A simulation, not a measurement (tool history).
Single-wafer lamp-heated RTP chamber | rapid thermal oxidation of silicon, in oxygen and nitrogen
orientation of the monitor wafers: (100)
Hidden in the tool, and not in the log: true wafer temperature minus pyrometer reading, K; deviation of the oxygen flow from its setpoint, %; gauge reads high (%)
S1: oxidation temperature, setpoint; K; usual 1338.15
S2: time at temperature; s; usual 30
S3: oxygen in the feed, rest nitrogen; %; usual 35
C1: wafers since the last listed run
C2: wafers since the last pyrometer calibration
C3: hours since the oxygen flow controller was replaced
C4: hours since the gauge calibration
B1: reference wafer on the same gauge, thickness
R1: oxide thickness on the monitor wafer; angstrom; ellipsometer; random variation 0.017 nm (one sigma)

run	day	S1	S2	S3	C1	C2	C3	C4	B1	R1
1	0.000	1338.15	41	35	0	1103	4704.0	181.3	4.328	53.18
2	1.446	1338.15	41	35	369	1472	4738.7	216.0	4.332	52.88
3	1.950	1338.15	30	17	128	1601	4750.8	228.1	4.332	36.93
4	3.350	1338.15	30	17	358	1960	4784.4	261.7	4.337	37.12
5	4.662	1338.15	38	35	335	2295	4815.9	293.2	4.338	51.48
6	5.796	1338.15	38	35	289	2585	4843.1	320.4	4.348	51.53
7	6.979	1338.15	38	35	302	2888	4871.5	348.8	4.350	51.42
# day 8.592: oxygen flow controller replaced
# day 8.700: pyrometer window cleaned and pyrometer calibrated
8	8.721	1309.15	43	35	332	5	3.1	390.6	4.362	45.14
# day 9.312: gauge calibrated
9	9.408	1338.15	40	17	175	181	19.6	2.3	4.305	41.28
10	10.525	1338.15	21	35	285	466	46.4	29.1	4.313	40.27

The next listed run, before its measurement:
11	11.846	1338.15	30	35	337	804	78.1	60.8	?	?

{"run 11": {"B1": 4.316, "R1": 46.3}}
Without the tool's hidden state the same run would have given R1 46.10 angstrom.
